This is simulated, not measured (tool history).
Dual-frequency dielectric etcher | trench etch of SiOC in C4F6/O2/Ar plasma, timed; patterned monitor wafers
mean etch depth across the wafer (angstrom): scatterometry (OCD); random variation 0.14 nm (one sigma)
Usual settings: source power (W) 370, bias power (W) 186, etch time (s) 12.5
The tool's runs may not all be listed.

run,day,source power (W),bias power (W),etch time (s),"read-back reference wafer on the same gauge, depth_nm",mean etch depth across the wafer (angstrom)
1,0,370,186,12.5,27.22,262.3
2,0.679,370,186,12.5,27.2,260.2
3,1.358,370,186,12.5,27.21,261.9
4,1.662,370,186,12.5,27.19,257.2
5,2.154,370,186,12.5,27.18,258.2
6,2.646,370,171,12.5,27.21,256.4
7,3.738,370,171,12.5,27.24,257.2
# day 5.075: upper electrode replaced
8,5.096,370,186,12.5,27.2,258.2
9,5.108,370,212,12.5,27.19,270.1
10,5.392,370,186,15,27.2,316.2
# day 5.708: source power generator calibrated
# day 5.821: bias power generator calibrated
11,5.879,370,186,12.5,27.19,263.6
12,6.208,370,186,12.5,27.22,262.2
13,6.704,370,186,12.5,27.22,261.5
14,7.008,300,198,16,27.19,312
15,7.321,430,173,16,27.2,353.2
16,7.921,460,214,15.5,27.22,366.2
17,8.217,300,214,11,27.21,217.5
# day 8.6: gauge calibrated
# day 9.479: wet clean of the chamber
18,9.5,370,186,10.5,27.19,219.9
19,9.517,370,186,11,27.16,232.2
20,9.812,430,186,12.5,27.2,277.3
21,10.4,370,223,12.5,27.2,269.7
22,10.692,370,220,11,27.2,242.1
23,11.1,370,186,8.5,27.21,177.8
24,11.408,370,186,12.5,27.2,259.6
25,11.771,370,186,12.5,27.17,260.5
26,12.217,370,186,12.5,27.21,261.7

The tool's hidden state at each run:
etch rate over this chamber's usual, %: 0 in every run
source power that arrives over what is set, %: 0 in every run
bias power that arrives over what is set, %: 0 in every run
gauge reads high (%): 0 in every run
